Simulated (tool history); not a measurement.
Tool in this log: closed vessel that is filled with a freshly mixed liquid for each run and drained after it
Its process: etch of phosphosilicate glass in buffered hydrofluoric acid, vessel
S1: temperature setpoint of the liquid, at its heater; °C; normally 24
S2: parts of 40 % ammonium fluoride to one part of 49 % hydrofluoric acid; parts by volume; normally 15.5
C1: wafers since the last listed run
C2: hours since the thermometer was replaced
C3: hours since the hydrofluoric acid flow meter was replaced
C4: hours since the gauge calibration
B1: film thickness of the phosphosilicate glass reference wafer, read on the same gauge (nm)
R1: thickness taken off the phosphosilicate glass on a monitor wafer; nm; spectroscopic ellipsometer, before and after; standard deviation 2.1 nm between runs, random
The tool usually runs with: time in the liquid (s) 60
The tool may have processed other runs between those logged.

Run 1, hour 0: usual settings; C1 0; C2 1769.3; C3 383.8; C4 350.8; B1 120. Result: R1 289.67 nm.
Run 2, hour 69.4: usual settings but S2 14 parts by volume; C1 8852; C2 1838.7; C3 453.2; C4 420.2; B1 119.98. Result: R1 315.62 nm.
Run 3, hour 125.7: usual settings but S2 14 parts by volume; C1 7181; C2 1895; C3 509.5; C4 476.5; B1 120. Result: R1 317.32 nm.
Run 4, hour 179.1: usual settings but S2 14 parts by volume; C1 6811; C2 1948.4; C3 562.9; C4 529.9; B1 120.01. Result: R1 320.62 nm.
Run 5, hour 209.8: usual settings but S2 11.5 parts by volume, time in the liquid (s) 70; C1 3916; C2 1979.1; C3 593.6; C4 560.6; B1 120.01. Result: R1 444.03 nm.
Run 6, hour 279: usual settings but S2 11.5 parts by volume, time in the liquid (s) 70; C1 8827; C2 2048.3; C3 662.8; C4 629.8; B1 120.01. Result: R1 450.14 nm.
Run 7, hour 325.6: usual settings; C1 5944; C2 2094.9; C3 709.4; C4 676.4; B1 120.02. Result: R1 289.67 nm.
Run 8, hour 361.3: usual settings; C1 4553; C2 2130.6; C3 745.1; C4 712.1; B1 119.97. Result: R1 294.63 nm.
Run 9, hour 390.3: usual settings but S1 21 °C; C1 3699; C2 2159.6; C3 774.1; C4 741.1; B1 120.01. Result: R1 245.75 nm.
Run 10, hour 432.7: usual settings; C1 5408; C2 2202; C3 816.5; C4 783.5; B1 119.99. Result: R1 292.28 nm.
Run 11, hour 458.8: usual settings; C1 3329; C2 2228.1; C3 842.6; C4 809.6; B1 119.99. Result: R1 289.39 nm.
Run 12, hour 491.4: usual settings; C1 4158; C2 2260.7; C3 875.2; C4 842.2; B1 120. Result: R1 293.33 nm.
Run 13, hour 526.7: usual settings; C1 4502; C2 2296; C3 910.5; C4 877.5; B1 120. Result: R1 290.36 nm.
Run 14, hour 576.9: usual settings; C1 6403; C2 2346.2; C3 960.7; C4 927.7; B1 119.97. Result: R1 295.59 nm.
Run 15, hour 640.4: usual settings; C1 8099; C2 2409.7; C3 1024.2; C4 991.2; B1 119.99. Result: R1 296.8 nm.
At hour 667.5: hydrofluoric acid flow meter replaced.
Run 16, hour 701.5: usual settings; C1 7666; C2 2470.8; C3 34; C4 1052.3; B1 119.97. Result: R1 279.98 nm.
Run 17, hour 760: usual settings; C1 7462; C2 2529.3; C3 92.5; C4 1110.8; B1 119.99. Result: R1 285.39 nm.
At hour 791: thermometer replaced.
Run 18, hour 811.6: usual settings but S1 22.5 °C, S2 13.5 parts by volume, time in the liquid (s) 40; C1 6454; C2 20.6; C3 144.1; C4 1162.4; B1 120.03. Result: R1 202.14 nm.
Run 19, hour 866.4: usual settings but S2 13.5 parts by volume, time in the liquid (s) 80; C1 6990; C2 75.4; C3 198.9; C4 1217.2; B1 120.02. Result: R1 435.86 nm.
Run 20, hour 929.9: usual settings but S1 26.5 °C, time in the liquid (s) 75; C1 8099; C2 138.9; C3 262.4; C4 1280.7; B1 120. Result: R1 414.47 nm.
Run 21, hour 997.7: usual settings but S1 20.5 °C, S2 10 parts by volume, time in the liquid (s) 90; C1 8648; C2 206.7; C3 330.2; C4 1348.5; B1 120. Result: R1 539.43 nm.
At hour 1017.6: gauge calibrated.
Run 22, hour 1060.6: usual settings; C1 8023; C2 269.6; C3 393.1; C4 43; B1 120.02. Result: R1 286.05 nm.
Run 23, hour 1129.9: usual settings but S2 12 parts by volume, time in the liquid (s) 70; C1 8839; C2 338.9; C3 462.4; C4 112.3; B1 120. Result: R1 428.43 nm.
Run 24, hour 1196.4: usual settings but S1 26 °C, time in the liquid (s) 35; C1 8482; C2 405.4; C3 528.9; C4 178.8; B1 119.98. Result: R1 188.46 nm.
Run 25, hour 1225.7: usual settings but S1 28 °C, S2 21 parts by volume, time in the liquid (s) 80; C1 3737; C2 434.7; C3 558.2; C4 208.1; B1 119.96. Result: R1 361.7 nm.
Run 26, hour 1272.1: usual settings; C1 5918; C2 481.1; C3 604.6; C4 254.5; B1 120. Result: R1 286.37 nm.
Run 27, hour 1321.1: usual settings but time in the liquid (s) 45; C1 6250; C2 530.1; C3 653.6; C4 303.5; B1 119.99. Result: R1 215.46 nm.
Run 28, hour 1381.8: usual settings; C1 7742; C2 590.8; C3 714.3; C4 364.2; B1 120.01. Result: R1 288.12 nm.
Run 29, hour 1412.8: usual settings; C1 3954; C2 621.8; C3 745.3; C4 395.2; B1 119.99. Result: R1 291.61 nm.
Run 30, hour 1448.1: usual settings but time in the liquid (s) 30; C1 4502; C2 657.1; C3 780.6; C4 430.5; B1 119.98. Result: R1 145.84 nm.
Run 31, hour 1519.2: usual settings but S1 26.5 °C, time in the liquid (s) 30; C1 9069; C2 728.2; C3 851.7; C4 501.6; B1 120.01. Result: R1 166.5 nm.

4 options for the next run, each taken on its own from the tool as it stands now. Forecast them:
Run A, hour 1519.9: usual settings but time in the liquid (s) 35; C1 89; C2 728.9; C3 852.4; C4 502.3; B1 ?. Result: R1 ?.
Run B, hour 1519.9: usual settings but S1 26 °C; C1 89; C2 728.9; C3 852.4; C4 502.3; B1 ?. Result: R1 ?.
Run C, hour 1519.9: usual settings but S2 12 parts by volume; C1 89; C2 728.9; C3 852.4; C4 502.3; B1 ?. Result: R1 ?.
Run D, hour 1519.9: usual settings but time in the liquid (s) 90; C1 89; C2 728.9; C3 852.4; C4 502.3; B1 ?. Result: R1 ?.

run   B1      R1
  A  120  169.89
  B  120  324.62
  C  120  374.22
  D  120  436.85
Without the tool's hidden state the same runs would have given:
run      R1
  A  164.15
  B  313.68
  C  361.67
  D  422.11
